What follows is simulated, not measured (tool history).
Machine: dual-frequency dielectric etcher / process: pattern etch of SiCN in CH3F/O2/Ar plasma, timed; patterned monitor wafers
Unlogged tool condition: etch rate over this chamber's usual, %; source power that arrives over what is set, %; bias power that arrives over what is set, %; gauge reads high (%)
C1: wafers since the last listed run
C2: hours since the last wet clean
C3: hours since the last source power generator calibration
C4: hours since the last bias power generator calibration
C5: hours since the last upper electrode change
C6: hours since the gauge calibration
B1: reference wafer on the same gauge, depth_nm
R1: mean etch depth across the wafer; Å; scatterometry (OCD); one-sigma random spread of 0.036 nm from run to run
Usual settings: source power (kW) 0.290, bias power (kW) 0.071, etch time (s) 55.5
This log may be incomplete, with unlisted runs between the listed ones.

run 1 hour=0.0 | source_power_(kW)=0.290 bias_power_(kW)=0.078 etch_time_(s)=63.0 | C1=0 C2=492.1 C3=4208.7 C4=3219.8 C5=2640.0 C6=655.3 | B1=14.60 | R1=205.3
-- hour=59.0 wet clean of the chamber
run 2 hour=59.5 | source_power_(kW)=0.290 bias_power_(kW)=0.078 etch_time_(s)=63.0 | C1=235 C2=0.5 C3=4268.2 C4=3279.3 C5=2699.5 C6=714.8 | B1=14.60 | R1=210.7
run 3 hour=101.3 | source_power_(kW)=0.250 bias_power_(kW)=0.067 etch_time_(s)=55.5 | C1=277 C2=42.3 C3=4310.0 C4=3321.1 C5=2741.3 C6=756.6 | B1=14.60 | R1=164.5
run 4 hour=138.3 | source_power_(kW)=0.250 bias_power_(kW)=0.067 etch_time_(s)=55.5 | C1=245 C2=79.3 C3=4347.0 C4=3358.1 C5=2778.3 C6=793.6 | B1=14.60 | R1=164.1
run 5 hour=172.9 | source_power_(kW)=0.290 bias_power_(kW)=0.084 etch_time_(s)=68.0 | C1=229 C2=113.9 C3=4381.6 C4=3392.7 C5=2812.9 C6=828.2 | B1=14.60 | R1=235.1
run 6 hour=221.1 | source_power_(kW)=0.290 bias_power_(kW)=0.084 etch_time_(s)=68.0 | C1=319 C2=162.1 C3=4429.8 C4=3440.9 C5=2861.1 C6=876.4 | B1=14.61 | R1=233.7
run 7 hour=281.8 | source_power_(kW)=0.290 bias_power_(kW)=0.084 etch_time_(s)=68.0 | C1=402 C2=222.8 C3=4490.5 C4=3501.6 C5=2921.8 C6=937.1 | B1=14.60 | R1=233.7
run 8 hour=333.4 | source_power_(kW)=0.290 bias_power_(kW)=0.071 etch_time_(s)=66.0 | C1=342 C2=274.4 C3=4542.1 C4=3553.2 C5=2973.4 C6=988.7 | B1=14.60 | R1=205.5
run 9 hour=369.5 | source_power_(kW)=0.290 bias_power_(kW)=0.071 etch_time_(s)=66.0 | C1=239 C2=310.5 C3=4578.2 C4=3589.3 C5=3009.5 C6=1024.8 | B1=14.61 | R1=206.3
run 10 hour=436.1 | source_power_(kW)=0.290 bias_power_(kW)=0.071 etch_time_(s)=45.0 | C1=441 C2=377.1 C3=4644.8 C4=3655.9 C5=3076.1 C6=1091.4 | B1=14.60 | R1=139.7
-- hour=496.6 wet clean of the chamber
run 11 hour=498.6 | source_power_(kW)=0.290 bias_power_(kW)=0.084 etch_time_(s)=55.5 | C1=255 C2=2.0 C3=4707.3 C4=3718.4 C5=3138.6 C6=1153.9 | B1=14.61 | R1=191.7
run 12 hour=576.1 | source_power_(kW)=0.290 bias_power_(kW)=0.071 etch_time_(s)=55.5 | C1=513 C2=79.5 C3=4784.8 C4=3795.9 C5=3216.1 C6=1231.4 | B1=14.60 | R1=174.7
run 13 hour=616.1 | source_power_(kW)=0.290 bias_power_(kW)=0.062 etch_time_(s)=55.5 | C1=265 C2=119.5 C3=4824.8 C4=3835.9 C5=3256.1 C6=1271.4 | B1=14.60 | R1=161.1
-- hour=628.6 gauge calibrated
-- hour=668.2 source power generator calibrated
run 14 hour=683.4 | source_power_(kW)=0.230 bias_power_(kW)=0.071 etch_time_(s)=55.5 | C1=419 C2=186.8 C3=15.2 C4=3903.2 C5=3323.4 C6=54.8 | B1=14.60 | R1=165.4
run 15 hour=738.0 | source_power_(kW)=0.350 bias_power_(kW)=0.071 etch_time_(s)=72.0 | C1=362 C2=241.4 C3=69.8 C4=3957.8 C5=3378.0 C6=109.4 | B1=14.59 | R1=236.4
run 16 hour=763.5 | source_power_(kW)=0.290 bias_power_(kW)=0.071 etch_time_(s)=55.5 | C1=169 C2=266.9 C3=95.3 C4=3983.3 C5=3403.5 C6=134.9 | B1=14.59 | R1=173.2
run 17 hour=803.5 | source_power_(kW)=0.290 bias_power_(kW)=0.071 etch_time_(s)=50.5 | C1=265 C2=306.9 C3=135.3 C4=4023.3 C5=3443.5 C6=174.9 | B1=14.60 | R1=157.0
run 18 hour=875.1 | source_power_(kW)=0.290 bias_power_(kW)=0.071 etch_time_(s)=55.5 | C1=474 C2=378.5 C3=206.9 C4=4094.9 C5=3515.1 C6=246.5 | B1=14.60 | R1=172.5
-- hour=895.4 bias power generator calibrated
-- hour=965.2 upper electrode replaced
run 19 hour=965.7 | source_power_(kW)=0.290 bias_power_(kW)=0.071 etch_time_(s)=55.5 | C1=415 C2=469.1 C3=297.5 C4=70.3 C5=0.5 C6=337.1 | B1=14.60 | R1=168.1
run 20 hour=977.4 | source_power_(kW)=0.290 bias_power_(kW)=0.065 etch_time_(s)=55.5 | C1=77 C2=480.8 C3=309.2 C4=82.0 C5=12.2 C6=348.8 | B1=14.60 | R1=159.7
-- hour=1036.4 wet clean of the chamber
run 21 hour=1036.9 | source_power_(kW)=0.240 bias_power_(kW)=0.071 etch_time_(s)=55.5 | C1=235 C2=0.5 C3=368.7 C4=141.5 C5=71.7 C6=408.3 | B1=14.60 | R1=164.3
run 22 hour=1061.0 | source_power_(kW)=0.290 bias_power_(kW)=0.071 etch_time_(s)=51.0 | C1=159 C2=24.6 C3=392.8 C4=165.6 C5=95.8 C6=432.4 | B1=14.60 | R1=157.8
run 23 hour=1109.1 | source_power_(kW)=0.230 bias_power_(kW)=0.071 etch_time_(s)=63.0 | C1=318 C2=72.7 C3=440.9 C4=213.7 C5=143.9 C6=480.5 | B1=14.59 | R1=184.7
run 24 hour=1152.0 | source_power_(kW)=0.270 bias_power_(kW)=0.071 etch_time_(s)=40.0 | C1=284 C2=115.6 C3=483.8 C4=256.6 C5=186.8 C6=523.4 | B1=14.60 | R1=121.5
run 25 hour=1190.7 | source_power_(kW)=0.230 bias_power_(kW)=0.061 etch_time_(s)=55.5 | C1=256 C2=154.3 C3=522.5 C4=295.3 C5=225.5 C6=562.1 | B1=14.60 | R1=148.7
run 26 hour=1241.0 | source_power_(kW)=0.240 bias_power_(kW)=0.056 etch_time_(s)=46.5 | C1=333 C2=204.6 C3=572.8 C4=345.6 C5=275.8 C6=612.4 | B1=14.60 | R1=119.6
run 27 hour=1311.0 | source_power_(kW)=0.290 bias_power_(kW)=0.088 etch_time_(s)=55.5 | C1=464 C2=274.6 C3=642.8 C4=415.6 C5=345.8 C6=682.4 | B1=14.60 | R1=191.5
run 28 hour=1342.1 | source_power_(kW)=0.290 bias_power_(kW)=0.071 etch_time_(s)=55.5 | C1=206 C2=305.7 C3=673.9 C4=446.7 C5=376.9 C6=713.5 | B1=14.60 | R1=170.4
run 29 hour=1412.7 | source_power_(kW)=0.290 bias_power_(kW)=0.071 etch_time_(s)=69.5 | C1=468 C2=376.3 C3=744.5 C4=517.3 C5=447.5 C6=784.1 | B1=14.61 | R1=213.2
run 30 hour=1444.3 | source_power_(kW)=0.250 bias_power_(kW)=0.085 etch_time_(s)=55.5 | C1=209 C2=407.9 C3=776.1 C4=548.9 C5=479.1 C6=815.7 | B1=14.60 | R1=181.1

Pick out some run-to-run changes in R1. Of each, how much would a tool without hidden state show as well, from the settings, what came in and chance, and how much is left for the hidden state and any gauge scatter not in both results compared?
Run 1 -> 2: wet clean of the chamber. R1 +5.4 Å: hidden state +4.6, all else +0.8.
Run 4 -> 5: source power (kW) 0.250 -> 0.290, bias power (kW) 0.067 -> 0.084, etch time (s) 55.5 -> 68.0. R1 +71.0 Å: hidden state +1.5, all else +69.5.
Run 14 -> 15: source power (kW) 0.230 -> 0.350, etch time (s) 55.5 -> 72.0. R1 +71.0 Å: hidden state +0.3, all else +70.7.
Run 18 -> 19: bias power generator calibrated, upper electrode replaced. R1 -4.4 Å: hidden state -4.7, all else +0.3.
Run 20 -> 21: source power (kW) 0.290 -> 0.240, bias power (kW) 0.065 -> 0.071, wet clean of the chamber. R1 +4.6 Å: hidden state +4.3, all else +0.3.
Run 26 -> 27: source power (kW) 0.240 -> 0.290, bias power (kW) 0.056 -> 0.088, etch time (s) 46.5 -> 55.5. R1 +71.9 Å: hidden state -0.4, all else +72.3.
